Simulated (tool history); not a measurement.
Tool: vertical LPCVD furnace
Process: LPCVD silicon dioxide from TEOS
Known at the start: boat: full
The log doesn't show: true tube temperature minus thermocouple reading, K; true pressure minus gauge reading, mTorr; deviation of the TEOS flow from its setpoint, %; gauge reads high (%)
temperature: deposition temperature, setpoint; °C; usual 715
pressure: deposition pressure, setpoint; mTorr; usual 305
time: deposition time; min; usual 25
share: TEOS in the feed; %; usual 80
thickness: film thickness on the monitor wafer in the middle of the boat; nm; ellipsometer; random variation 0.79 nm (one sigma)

| run | hour | temperature | pressure | time | share | wafers since the last listed run | hours since the last temperature calibration | hours since the pressure gauge was zeroed | hours since the TEOS flow controller was replaced | hours since the gauge calibration | read-back reference wafer on the same gauge, thickness | thickness |
|---|---|---|---|---|---|---|---|---|---|---|---|---|
| 1 | 0 | 715 | 305 | 25 | 80 | 0 | 3150.4 | 2006.6 | 5268.6 | 647.4 | 249.83 | 289.34 |
| 2 | 85 | 715 | 305 | 25 | 80 | 1186 | 3235.4 | 2091.6 | 5353.6 | 732.4 | 249.54 | 289.44 |
| 3 | 178 | 715 | 355 | 25 | 80 | 1298 | 3328.4 | 2184.6 | 5446.6 | 825.4 | 249.94 | 314.09 |
| 4 | 248.1 | 715 | 355 | 25 | 80 | 978 | 3398.5 | 2254.7 | 5516.7 | 895.5 | 249.98 | 314.42 |
| 5 | 291.5 | 715 | 305 | 25 | 80 | 606 | 3441.9 | 2298.1 | 5560.1 | 938.9 | 250.15 | 291.75 |
|  | 473.1 | TEOS flow controller replaced |
| 6 | 597.7 | 715 | 305 | 25 | 80 | 3940 | 3748.1 | 2604.3 | 124.6 | 1245.1 | 250.03 | 290.17 |
| 7 | 648.4 | 712 | 305 | 28.5 | 80 | 707 | 3798.8 | 2655 | 175.3 | 1295.8 | 249.71 | 308.68 |
| 8 | 700 | 712 | 305 | 28.5 | 80 | 720 | 3850.4 | 2706.6 | 226.9 | 1347.4 | 249.8 | 308.32 |
| 9 | 763.4 | 715 | 320 | 17.5 | 80 | 885 | 3913.8 | 2770 | 290.3 | 1410.8 | 250.09 | 206.94 |
|  | 830.3 | pressure gauge zeroed |
| 10 | 862.1 | 707 | 305 | 25 | 80 | 1043 | 4012.5 | 31.8 | 389 | 1509.5 | 249.68 | 248.33 |
| 11 | 958.8 | 715 | 305 | 25 | 94 | 1350 | 4109.2 | 128.5 | 485.7 | 1606.2 | 250.02 | 320.91 |
|  | 991 | thermocouples replaced and temperature profile calibrated |
| 12 | 1048.7 | 704 | 265 | 32.5 | 72 | 920 | 57.7 | 218.4 | 575.6 | 1696.1 | 249.97 | 244 |
|  | 1054.4 | gauge calibrated |
| 13 | 1129.9 | 715 | 330 | 25 | 80 | 1133 | 138.9 | 299.6 | 656.8 | 75.5 | 250.21 | 283.33 |
| 14 | 1202.4 | 725 | 305 | 20.5 | 80 | 1012 | 211.4 | 372.1 | 729.3 | 148 | 249.93 | 279.69 |
| 15 | 1269.6 | 715 | 305 | 25 | 80 | 938 | 278.6 | 439.3 | 796.5 | 215.2 | 249.66 | 274.89 |
| 16 | 1342.9 | 715 | 305 | 25 | 80 | 1023 | 351.9 | 512.6 | 869.8 | 288.5 | 250.06 | 275.43 |
| 17 | 1431.9 | 715 | 375 | 15.5 | 90 | 1242 | 440.9 | 601.6 | 958.8 | 377.5 | 249.95 | 201.73 |
| 18 | 1479.1 | 715 | 375 | 15.5 | 90 | 659 | 488.1 | 648.8 | 1006 | 424.7 | 250.42 | 201.54 |
| 19 | 1555 | 715 | 375 | 15.5 | 90 | 1059 | 564 | 724.7 | 1081.9 | 500.6 | 249.71 | 202.61 |

Forecast each of these 3 alternatives for the next run:
| A | 1559.2 | 715 | 305 | 25 | 80 | 58 | 568.2 | 728.9 | 1086.1 | 504.8 | ? | ? |
| B | 1559.2 | 715 | 305 | 25 | 92 | 58 | 568.2 | 728.9 | 1086.1 | 504.8 | ? | ? |
| C | 1559.2 | 708 | 380 | 17.5 | 80 | 58 | 568.2 | 728.9 | 1086.1 | 504.8 | ? | ? |

| run | read-back reference wafer on the same gauge, thickness | thickness |
|---|---|---|
| A | 250.11 | 276.88 |
| B | 250.11 | 296.93 |
| C | 250.11 | 184.84 |
Without the tool's hidden state the same runs would have given:
| run | thickness |
|---|---|
| A | 269.96 |
| B | 289.5 |
| C | 179.93 |
